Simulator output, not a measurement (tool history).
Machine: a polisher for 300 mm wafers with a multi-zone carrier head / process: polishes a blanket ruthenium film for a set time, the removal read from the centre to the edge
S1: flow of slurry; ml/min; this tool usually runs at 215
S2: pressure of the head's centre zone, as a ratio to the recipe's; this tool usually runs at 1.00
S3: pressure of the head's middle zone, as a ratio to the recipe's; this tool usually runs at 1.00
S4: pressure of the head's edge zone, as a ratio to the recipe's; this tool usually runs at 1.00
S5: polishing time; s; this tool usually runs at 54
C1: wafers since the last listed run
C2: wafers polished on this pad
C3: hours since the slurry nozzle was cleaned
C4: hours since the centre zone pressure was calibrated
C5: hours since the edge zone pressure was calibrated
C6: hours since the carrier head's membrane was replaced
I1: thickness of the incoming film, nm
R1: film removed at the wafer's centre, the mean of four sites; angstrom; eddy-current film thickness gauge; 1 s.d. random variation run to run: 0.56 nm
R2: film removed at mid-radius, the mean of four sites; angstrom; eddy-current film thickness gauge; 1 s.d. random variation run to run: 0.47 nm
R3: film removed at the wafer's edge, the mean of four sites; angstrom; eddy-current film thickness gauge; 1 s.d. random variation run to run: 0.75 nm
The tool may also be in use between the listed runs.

run    hour   S1    S2    S3    S4  S5    C1    C2     C3     C4     C5      C6     I1   R1   R2   R3
  1     0.0  215  1.00  1.00  1.00  54     0  3960  151.5  549.3  201.7  1392.8  629.7  499  509  504
       29.3  -- carrier head's membrane replaced by a new one
       63.6  -- centre zone pressure recalibrated
       66.3  -- worn pad replaced by a new one
  2    83.4  215  1.07  1.00  1.00  54   607   141  234.9   19.8  285.1    54.1  642.3  572  539  534
  3   171.0  195  0.90  1.00  1.00  54   721   862  322.5  107.4  372.7   141.7  645.1  476  536  539
  4   211.4  215  0.93  1.00  0.90  54   332  1195  362.9  147.8  413.1   182.1  647.2  485  539  509
  5   267.4  260  1.06  0.95  1.05  54   461  1656  418.9  203.8  469.1   238.1  646.5  556  530  550
  6   326.2  215  0.89  1.00  1.00  54   484  2140  477.7  262.6  527.9   296.9  642.6  471  540  519
  7   414.3  215  1.00  1.00  1.00  54   725  2865  565.8  350.7  616.0   385.0  638.1  507  528  512
  8   493.4  215  1.00  1.00  1.00  54   651  3517  644.9  429.8  695.1   464.1  643.1  500  516  500
      514.0  -- edge zone pressure recalibrated
      531.5  -- slurry nozzle cleaned
  9   566.3  215  1.09  0.88  1.00  47   575  4092   34.8  502.7   52.3   537.0  640.9  458  392  423
 10   650.1  285  1.00  1.04  1.00  60   689  4782  118.6  586.5  136.1   620.8  648.1  546  575  527
 11   701.7  215  1.04  0.93  1.06  70   424  5207  170.2  638.1  187.7   672.4  640.1  627  582  635
      704.8  -- centre zone pressure recalibrated
      737.4  -- worn pad replaced by a new one
 12   780.0  240  1.00  1.00  1.07  54   595   350  248.5   75.2  266.0   750.7  652.8  552  561  559
 13   847.4  215  1.00  0.93  1.00  54   554   905  315.9  142.6  333.4   818.1  644.1  546  515  548
 14   930.1  270  1.00  1.10  0.88  71   680  1586  398.6  225.3  416.1   900.8  630.2  723  814  688
 15  1030.5  260  1.00  1.00  1.00  54   826  2413  499.0  325.7  516.5  1001.2  633.9  536  549  541
 16  1083.2  215  1.00  1.00  1.00  54   433  2847  551.7  378.4  569.2  1053.9  638.8  525  536  529
     1128.8  -- edge zone pressure recalibrated
 17  1152.6  215  1.00  1.00  0.94  60   554  3402  621.1  447.8   23.8  1123.3  633.1  567  582  558
     1161.6  -- slurry nozzle cleaned
     1277.4  -- worn pad replaced by a new one
     1374.9  -- centre zone pressure recalibrated
     1403.8  -- carrier head's membrane replaced by a new one
 18  1467.5  215  1.00  1.00  1.00  54  2493  1507  305.9   92.6  338.7    63.7  649.4  534  543  532
 19  1537.5  180  1.00  0.96  1.09  69   576  2084  375.9  162.6  408.7   133.7  646.4  659  649  689
     1718.4  -- edge zone pressure recalibrated
     1723.4  -- slurry nozzle cleaned
 20  1826.0  215  1.00  1.07  1.00  54  2350  4434  102.6  451.1  107.6   422.2  635.8  481  530  484
     1962.5  -- worn pad replaced by a new one
     2039.5  -- centre zone pressure recalibrated
 21  2047.9  265  1.00  1.00  1.00  54  1777   686  324.5    8.4  329.5   644.1  633.3  548  561  561

For some of the steps in R1 from one run to the next: how much would appear even if the tool had no hidden state, given the settings, what came in and random variation, and how much remains for the hidden state plus any gauge scatter that the measured result and the result without hidden state don't share?
The tool's hidden condition here consists of: removal rate lost through wear of the pad, %; slurry flow missing at the pad, %; deviation of the centre zone's pressure from its setpoint, %; deviation of the edge zone's pressure from its setpoint, %.
Run 11 -> 12: S1 215 -> 240, S2 1.04 -> 1.00, S3 0.93 -> 1.00, S4 1.06 -> 1.07, S5 70 -> 54, centre zone pressure recalibrated, worn pad replaced by a new one. R1 -75 angstrom: hidden state +103, all else -178.
Run 14 -> 15: S1 270 -> 260, S3 1.10 -> 1.00, S4 0.88 -> 1.00, S5 71 -> 54. R1 -187 angstrom: hidden state -6, all else -181.
Run 19 -> 20: S1 180 -> 215, S3 0.96 -> 1.07, S4 1.09 -> 1.00, S5 69 -> 54, edge zone pressure recalibrated, slurry nozzle cleaned. R1 -178 angstrom: hidden state -35, all else -143.
Run 20 -> 21: S1 215 -> 265, S3 1.07 -> 1.00, worn pad replaced by a new one, centre zone pressure recalibrated. R1 +67 angstrom: hidden state +47, all else +20.
